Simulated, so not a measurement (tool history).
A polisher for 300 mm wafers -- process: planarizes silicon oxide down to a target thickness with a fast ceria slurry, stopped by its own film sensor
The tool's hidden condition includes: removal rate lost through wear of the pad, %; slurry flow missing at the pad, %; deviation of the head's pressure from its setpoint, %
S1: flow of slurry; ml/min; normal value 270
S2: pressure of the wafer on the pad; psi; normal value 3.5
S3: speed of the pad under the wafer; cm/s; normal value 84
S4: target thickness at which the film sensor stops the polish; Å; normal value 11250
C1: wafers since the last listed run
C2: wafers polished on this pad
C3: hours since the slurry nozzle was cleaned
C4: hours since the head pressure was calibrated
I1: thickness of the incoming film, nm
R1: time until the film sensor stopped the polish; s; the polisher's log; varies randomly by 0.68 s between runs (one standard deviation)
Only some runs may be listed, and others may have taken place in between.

Run 1, hour 0.0: usual settings but S3 76 cm/s; C1 0; C2 575; C3 361.0; C4 133.3; I1 1708.9. Result: R1 57.2 s.
At hour 7.9: slurry nozzle cleaned.
Run 2, hour 37.9: usual settings but S3 76 cm/s; C1 399; C2 974; C3 30.0; C4 171.2; I1 1760.4. Result: R1 55.7 s.
Run 3, hour 80.1: usual settings but S3 76 cm/s; C1 456; C2 1431; C3 72.2; C4 213.4; I1 1728.7. Result: R1 52.9 s.
At hour 124.0: worn pad replaced by a new one.
Run 4, hour 126.3: usual settings; C1 456; C2 24; C3 118.4; C4 259.6; I1 1733.0. Result: R1 47.5 s.
Run 5, hour 192.8: usual settings; C1 720; C2 744; C3 184.9; C4 326.1; I1 1724.5. Result: R1 48.5 s.
Run 6, hour 244.3: usual settings; C1 557; C2 1302; C3 236.4; C4 377.6; I1 1735.3. Result: R1 49.5 s.
At hour 289.2: slurry nozzle cleaned.
At hour 308.8: worn pad replaced by a new one.
Run 7, hour 309.3: usual settings; C1 649; C2 5; C3 20.1; C4 442.6; I1 1739.9. Result: R1 48.8 s.
Run 8, hour 347.8: usual settings; C1 416; C2 422; C3 58.6; C4 481.1; I1 1745.2. Result: R1 49.0 s.
Run 9, hour 407.3: usual settings; C1 644; C2 1066; C3 118.1; C4 540.6; I1 1756.3. Result: R1 49.8 s.
Run 10, hour 440.6: usual settings; C1 360; C2 1427; C3 151.4; C4 573.9; I1 1771.8. Result: R1 51.8 s.
Run 11, hour 468.2: usual settings; C1 298; C2 1726; C3 179.0; C4 601.5; I1 1735.4. Result: R1 48.0 s.
At hour 497.1: worn pad replaced by a new one.
At hour 522.3: head pressure recalibrated.
Run 12, hour 532.9: usual settings but S2 4.3 psi; C1 635; C2 366; C3 243.7; C4 10.6; I1 1754.9. Result: R1 42.6 s.
Run 13, hour 560.2: usual settings but S2 4.3 psi; C1 295; C2 661; C3 271.0; C4 37.9; I1 1712.5. Result: R1 39.7 s.
Run 14, hour 590.9: usual settings but S2 2.8 psi, S3 94 cm/s, S4 13260 Å; C1 332; C2 994; C3 301.7; C4 68.6; I1 1716.3. Result: R1 36.3 s.
Run 15, hour 615.7: usual settings; C1 268; C2 1262; C3 326.5; C4 93.4; I1 1741.4. Result: R1 53.2 s.
At hour 638.9: slurry nozzle cleaned.
Run 16, hour 657.2: usual settings; C1 438; C2 1701; C3 18.3; C4 134.9; I1 1743.1. Result: R1 49.1 s.
At hour 669.5: worn pad replaced by a new one.
Run 17, hour 695.7: usual settings but S3 98 cm/s; C1 373; C2 284; C3 56.8; C4 173.4; I1 1733.2. Result: R1 41.3 s.

Run 18 has not been measured yet. What should we expect?
Run 18, hour 734.6: usual settings but S1 240 ml/min, S2 2.6 psi; C1 421; C2 705; C3 95.7; C4 212.3; I1 1762.8. Result: R1 ?.

{"run 18": {"R1": 69.9}}
Minus the tool's unlogged condition, the same run would have read R1 69.5 s.

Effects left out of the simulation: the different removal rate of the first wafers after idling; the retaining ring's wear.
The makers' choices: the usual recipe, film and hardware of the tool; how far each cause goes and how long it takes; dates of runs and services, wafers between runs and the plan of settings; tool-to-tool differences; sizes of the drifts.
